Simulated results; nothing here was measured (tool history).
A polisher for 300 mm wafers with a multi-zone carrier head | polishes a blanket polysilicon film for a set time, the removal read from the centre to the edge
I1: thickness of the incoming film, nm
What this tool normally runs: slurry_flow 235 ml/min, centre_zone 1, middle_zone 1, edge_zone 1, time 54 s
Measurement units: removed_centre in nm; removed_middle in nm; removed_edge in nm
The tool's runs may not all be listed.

Run 1, hour 0: usual settings; I1 2297.1. Result: removed_centre 345.8 nm, removed_middle 345.8 nm, removed_edge 345 nm.
Run 2, hour 5.4: usual settings; I1 2297.5. Result: removed_centre 347.8 nm, removed_middle 333.4 nm, removed_edge 339.9 nm.
Run 3, hour 12.3: usual settings; I1 2272. Result: removed_centre 344.2 nm, removed_middle 327.6 nm, removed_edge 343 nm.
At hour 36.6: slurry nozzle cleaned.
Run 4, hour 44.8: usual settings but edge_zone 1.12; I1 2306.2. Result: removed_centre 330.5 nm, removed_middle 322.5 nm, removed_edge 344.6 nm.
Run 5, hour 51.8: usual settings but slurry_flow 285 ml/min, middle_zone 0.95, edge_zone 1.1, time 66 s; I1 2325.5. Result: removed_centre 409 nm, removed_middle 373.2 nm, removed_edge 417.5 nm.
At hour 67.4: worn pad replaced by a new one.
Run 6, hour 67.9: usual settings but time 64 s; I1 2314.5. Result: removed_centre 411.6 nm, removed_middle 399.7 nm, removed_edge 405 nm.
Run 7, hour 79.4: usual settings but middle_zone 0.97; I1 2312.1. Result: removed_centre 354.4 nm, removed_middle 335.2 nm, removed_edge 342.2 nm.
Run 8, hour 92.6: usual settings; I1 2315.3. Result: removed_centre 350.7 nm, removed_middle 342.3 nm, removed_edge 345.2 nm.
Run 9, hour 102.5: usual settings but time 65 s; I1 2322.3. Result: removed_centre 418.2 nm, removed_middle 405 nm, removed_edge 414.8 nm.
Run 10, hour 114: usual settings; I1 2346.7. Result: removed_centre 346.5 nm, removed_middle 334.4 nm, removed_edge 333.5 nm.
At hour 122.6: edge zone pressure recalibrated.
Run 11, hour 123.1: usual settings but slurry_flow 315 ml/min, time 70 s; I1 2284.6. Result: removed_centre 450.5 nm, removed_middle 438.8 nm, removed_edge 448.6 nm.
Run 12, hour 134.4: usual settings but time 63 s; I1 2315.5. Result: removed_centre 391.2 nm, removed_middle 391.5 nm, removed_edge 388.1 nm.
At hour 155.2: worn pad replaced by a new one.
At hour 159.8: carrier head's membrane replaced by a new one.
Run 13, hour 160.3: usual settings; I1 2283.6. Result: removed_centre 352.7 nm, removed_middle 350.2 nm, removed_edge 345.6 nm.
Run 14, hour 163.7: usual settings but edge_zone 1.09; I1 2300.4. Result: removed_centre 347.9 nm, removed_middle 336.9 nm, removed_edge 357.7 nm.
Run 15, hour 180.5: usual settings; I1 2311.2. Result: removed_centre 344.9 nm, removed_middle 348.3 nm, removed_edge 341.5 nm.
Run 16, hour 187.9: usual settings but edge_zone 1.04; I1 2309.2. Result: removed_centre 350.2 nm, removed_middle 336.3 nm, removed_edge 352.7 nm.
Run 17, hour 203.1: usual settings; I1 2320.4. Result: removed_centre 343 nm, removed_middle 342.9 nm, removed_edge 340.4 nm.

Run 18 is up next; what results do you expect?
Run 18, hour 218.5: usual settings but centre_zone 1.09; I1 2298.6. Result: removed_centre ?, removed_middle ?, removed_edge ?.

{"run 18": {"removed_centre": 363.2, "removed_middle": 324.7, "removed_edge": 332.5}}
The same run, on a tool lacking any hidden state, would have yielded removed_centre 377.6 nm, removed_middle 337.5 nm, removed_edge 345.7 nm.

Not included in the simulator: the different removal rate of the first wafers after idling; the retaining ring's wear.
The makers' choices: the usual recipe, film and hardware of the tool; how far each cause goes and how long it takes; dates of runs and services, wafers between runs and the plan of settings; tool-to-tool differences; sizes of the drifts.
